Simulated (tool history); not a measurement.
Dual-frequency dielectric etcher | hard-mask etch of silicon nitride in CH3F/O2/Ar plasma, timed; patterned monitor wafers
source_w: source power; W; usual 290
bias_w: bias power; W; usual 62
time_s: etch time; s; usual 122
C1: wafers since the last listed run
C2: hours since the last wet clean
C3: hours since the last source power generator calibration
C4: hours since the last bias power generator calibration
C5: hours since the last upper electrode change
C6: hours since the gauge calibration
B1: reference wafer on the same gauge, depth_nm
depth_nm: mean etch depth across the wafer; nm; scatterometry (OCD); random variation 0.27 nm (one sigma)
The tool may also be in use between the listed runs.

Run 1, hour 0: usual settings; C1 0; C2 244; C3 4951.9; C4 4076.2; C5 3760.7; C6 143.9; B1 81.5. Result: depth_nm 73 nm.
Run 2, hour 7: usual settings; C1 61; C2 251; C3 4958.9; C4 4083.2; C5 3767.7; C6 150.9; B1 81.6. Result: depth_nm 72.7 nm.
Run 3, hour 21.2: usual settings but bias_w 70 W; C1 124; C2 265.2; C3 4973.1; C4 4097.4; C5 3781.9; C6 165.1; B1 81.6. Result: depth_nm 74.9 nm.
Run 4, hour 30.9: usual settings but source_w 250 W; C1 85; C2 274.9; C3 4982.8; C4 4107.1; C5 3791.6; C6 174.8; B1 81.7. Result: depth_nm 69.4 nm.
Run 5, hour 40.8: usual settings but source_w 270 W, bias_w 73 W; C1 86; C2 284.8; C3 4992.7; C4 4117; C5 3801.5; C6 184.7; B1 81.7. Result: depth_nm 73.7 nm.
Run 6, hour 54.3: usual settings; C1 118; C2 298.3; C3 5006.2; C4 4130.5; C5 3815; C6 198.2; B1 81.7. Result: depth_nm 73.2 nm.
Run 7, hour 65.9: usual settings; C1 101; C2 309.9; C3 5017.8; C4 4142.1; C5 3826.6; C6 209.8; B1 81.5. Result: depth_nm 73.1 nm.
Run 8, hour 81.7: usual settings; C1 138; C2 325.7; C3 5033.6; C4 4157.9; C5 3842.4; C6 225.6; B1 81.5. Result: depth_nm 73.4 nm.
Run 9, hour 97.4: usual settings but source_w 330 W; C1 137; C2 341.4; C3 5049.3; C4 4173.6; C5 3858.1; C6 241.3; B1 81.6. Result: depth_nm 77.2 nm.
At hour 127.2: wet clean of the chamber.
At hour 129.9: upper electrode replaced.
Run 10, hour 130.4: usual settings but source_w 330 W; C1 55; C2 3.2; C3 5082.3; C4 4206.6; C5 0.5; C6 274.3; B1 81.5. Result: depth_nm 74.3 nm.
Run 11, hour 130.7: usual settings; C1 2; C2 3.5; C3 5082.6; C4 4206.9; C5 0.8; C6 274.6; B1 81.8. Result: depth_nm 71.1 nm.
Run 12, hour 136.7: usual settings; C1 52; C2 9.5; C3 5088.6; C4 4212.9; C5 6.8; C6 280.6; B1 81.6. Result: depth_nm 71.2 nm.
Run 13, hour 152: usual settings; C1 134; C2 24.8; C3 5103.9; C4 4228.2; C5 22.1; C6 295.9; B1 81.6. Result: depth_nm 71.1 nm.
Run 14, hour 166.7: usual settings but source_w 250 W, bias_w 48 W, time_s 97 s; C1 129; C2 39.5; C3 5118.6; C4 4242.9; C5 36.8; C6 310.6; B1 81.5. Result: depth_nm 51.2 nm.
Run 15, hour 179.9: usual settings but source_w 270 W, bias_w 74 W, time_s 99 s; C1 115; C2 52.7; C3 5131.8; C4 4256.1; C5 50; C6 323.8; B1 81.7. Result: depth_nm 59.1 nm.
At hour 190: gauge calibrated.
Run 16, hour 196.6: usual settings; C1 146; C2 69.4; C3 5148.5; C4 4272.8; C5 66.7; C6 6.6; B1 81.5. Result: depth_nm 71.2 nm.
At hour 201.7: bias power generator calibrated.
Run 17, hour 204.2: usual settings but source_w 260 W, bias_w 48 W, time_s 91.5 s; C1 31; C2 77; C3 5156.1; C4 2.5; C5 74.3; C6 14.2; B1 81.6. Result: depth_nm 49.1 nm.
Run 18, hour 220.7: usual settings but bias_w 46 W; C1 144; C2 93.5; C3 5172.6; C4 19; C5 90.8; C6 30.7; B1 81.5. Result: depth_nm 66.6 nm.
Run 19, hour 237.4: usual settings; C1 146; C2 110.2; C3 5189.3; C4 35.7; C5 107.5; C6 47.4; B1 81.5. Result: depth_nm 71.5 nm.
Run 20, hour 285.2: usual settings but source_w 330 W, time_s 99.5 s; C1 419; C2 158; C3 5237.1; C4 83.5; C5 155.3; C6 95.2; B1 81.6. Result: depth_nm 61.5 nm.
At hour 319.4: source power generator calibrated.
Run 21, hour 329.9: usual settings; C1 357; C2 202.7; C3 10.5; C4 128.2; C5 200; C6 139.9; B1 81.7. Result: depth_nm 72.7 nm.
Run 22, hour 345.3: usual settings but source_w 330 W, bias_w 48 W, time_s 139 s; C1 135; C2 218.1; C3 25.9; C4 143.6; C5 215.4; C6 155.3; B1 81.6. Result: depth_nm 82.2 nm.
Run 23, hour 362.2: usual settings; C1 148; C2 235; C3 42.8; C4 160.5; C5 232.3; C6 172.2; B1 81.5. Result: depth_nm 72.7 nm.
Run 24, hour 369.6: usual settings but source_w 360 W, bias_w 77 W, time_s 137 s; C1 65; C2 242.4; C3 50.2; C4 167.9; C5 239.7; C6 179.6; B1 81.6. Result: depth_nm 92.5 nm.
Run 25, hour 380.1: usual settings but source_w 250 W, bias_w 51 W, time_s 106 s; C1 92; C2 252.9; C3 60.7; C4 178.4; C5 250.2; C6 190.1; B1 81.5. Result: depth_nm 57.9 nm.
Run 26, hour 390.9: usual settings but bias_w 48 W, time_s 104 s; C1 94; C2 263.7; C3 71.5; C4 189.2; C5 261; C6 200.9; B1 81.5. Result: depth_nm 59.3 nm.
Run 27, hour 399.7: usual settings; C1 77; C2 272.5; C3 80.3; C4 198; C5 269.8; C6 209.7; B1 81.5. Result: depth_nm 72.7 nm.

Hidden state or all else? Some run-to-run changes of depth_nm, split into what the settings, what came in and random variation would give without the hidden state, and what is left for the hidden state (with any gauge scatter that isn't in both results):
The hidden state here: etch rate over this chamber's usual, %; source power that arrives over what is set, %; bias power that arrives over what is set, %; gauge reads high (%).
Run 9 -> 10: wet clean of the chamber, upper electrode replaced. depth_nm -2.9 nm: hidden state -2.6, all else -0.3.
Run 16 -> 17: source_w 290 -> 260, bias_w 62 -> 48, time_s 122 -> 91.5, bias power generator calibrated. depth_nm -22.1 nm: hidden state -0.1, all else -22.
Run 24 -> 25: source_w 360 -> 250, bias_w 77 -> 51, time_s 137 -> 106. depth_nm -34.6 nm: hidden state -0.9, all else -33.7.
